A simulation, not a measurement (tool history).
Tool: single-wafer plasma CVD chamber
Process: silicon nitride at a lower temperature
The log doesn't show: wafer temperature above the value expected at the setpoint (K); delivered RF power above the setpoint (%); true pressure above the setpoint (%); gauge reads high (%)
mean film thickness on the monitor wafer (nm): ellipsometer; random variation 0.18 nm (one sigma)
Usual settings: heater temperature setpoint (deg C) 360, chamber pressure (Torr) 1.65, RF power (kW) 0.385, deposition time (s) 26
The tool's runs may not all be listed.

run	day	heater temperature setpoint (deg C)	chamber pressure (Torr)	RF power (kW)	deposition time (s)	wafers since the last listed run	hours since the last thermocouple change	hours since the last RF generator calibration	hours since the last manometer calibration	hours since the showerhead was replaced	hours since the gauge calibration	read-back reference wafer on the same gauge, thickness_nm	mean film thickness on the monitor wafer (nm)
1	0	351	1.65	0.385	28.8	0	1314.7	785.6	2266.5	5805.1	752.4	32.322	39.214
2	1.871	351	1.65	0.385	28.8	885	1359.6	830.5	2311.4	5850	797.3	32.32	39.998
# day 3.267: RF generator calibrated
3	4.792	355	1.65	0.385	26	1225	1429.7	36.6	2381.5	5920.1	867.4	32.29	36.728
4	6.275	360	1.65	0.335	26	702	1465.3	72.2	2417.1	5955.7	903	32.273	34.549
5	7.946	360	1.65	0.36	26	791	1505.4	112.3	2457.2	5995.8	943.1	32.296	35.223
6	9.288	360	1.65	0.36	26	635	1537.6	144.5	2489.4	6028	975.3	32.307	35.085
# day 11.767: gauge calibrated
7	12.175	360	1.65	0.36	26	1367	1606.9	213.8	2558.7	6097.3	9.8	32.273	35.121
8	13.517	360	1.65	0.385	26	635	1639.1	246	2590.9	6129.5	42	32.304	35.816
9	15.783	360	1.65	0.385	26	1073	1693.5	300.4	2645.3	6183.9	96.4	32.311	35.838
10	18.375	360	1.65	0.385	26	1227	1755.7	362.6	2707.5	6246.1	158.6	32.289	36.072
11	20.358	360	1.89	0.385	26	939	1803.3	410.2	2755.1	6293.7	206.2	32.274	36.953
# day 22.571: capacitance manometer re-zeroed and calibrated
12	23.179	360	1.65	0.385	26	1177	1871	477.9	14.6	6361.4	273.9	32.318	36.091
13	25.996	351	1.52	0.385	26	1333	1938.6	545.5	82.2	6429	341.5	32.333	34.918
# day 27.362: showerhead replaced
14	28.238	371	1.65	0.435	30.2	903	1992.4	599.3	136	21	395.3	32.288	43.352
15	29.817	370	1.65	0.385	26	747	2030.3	637.2	173.9	58.9	433.2	32.275	35.42
16	31.021	365	1.26	0.36	22.5	570	2059.2	666.1	202.8	87.8	462.1	32.317	28.018
# day 32.225: RF generator calibrated
17	32.846	360	1.34	0.385	26	706	2103	14.9	246.6	131.6	505.9	32.302	34.625
18	33.929	350	1.3	0.32	26	513	2129	40.9	272.6	157.6	531.9	32.3	32.079
19	36.746	360	2.04	0.385	28	1333	2196.6	108.5	340.2	225.2	599.5	32.339	40.898
# day 38.279: thermocouple changed; heater temperature recalibrated
20	39.296	370	1.76	0.385	26	1049	24.4	169.7	401.4	286.4	660.7	32.291	36.436
21	40.375	360	1.85	0.385	28.4	511	50.3	195.6	427.3	312.3	686.6	32.309	40.172
22	46.933	360	1.65	0.385	26	3105	207.7	353	584.7	469.7	844	32.279	35.433
23	48.454	367	1.29	0.31	30	720	244.2	389.5	621.2	506.2	880.5	32.309	35.923
24	50.979	352	1.65	0.385	26	1195	304.8	450.1	681.8	566.8	941.1	32.297	35.379
25	52.788	360	1.47	0.385	26	856	348.2	493.5	725.2	610.2	984.5	32.325	34.603
# day 53.367: gauge calibrated
26	55.588	360	1.65	0.385	26	1325	415.4	560.7	792.4	677.4	53.3	32.323	35.249
27	57.358	360	1.47	0.385	23.3	838	457.9	603.2	834.9	719.9	95.8	32.308	30.815

Forecast each of these 5 alternatives for the next run:
A	57.375	360	1.65	0.385	26	7	458.3	603.6	835.3	720.3	96.2	?	?
B	57.375	347	1.65	0.385	21.6	7	458.3	603.6	835.3	720.3	96.2	?	?
C	57.375	349	1.84	0.33	23.8	7	458.3	603.6	835.3	720.3	96.2	?	?
D	57.375	347	1.65	0.345	26	7	458.3	603.6	835.3	720.3	96.2	?	?
E	57.375	360	1.94	0.425	26	7	458.3	603.6	835.3	720.3	96.2	?	?

run	read-back reference wafer on the same gauge, thickness_nm	mean film thickness on the monitor wafer (nm)
A	32.305	35.37
B	32.305	29.524
C	32.305	31.361
D	32.305	34.018
E	32.305	38.21
Without the tool's hidden state the same runs would have given:
run	mean film thickness on the monitor wafer (nm)
A	36.74
B	30.668
C	32.577
D	35.336
E	39.608
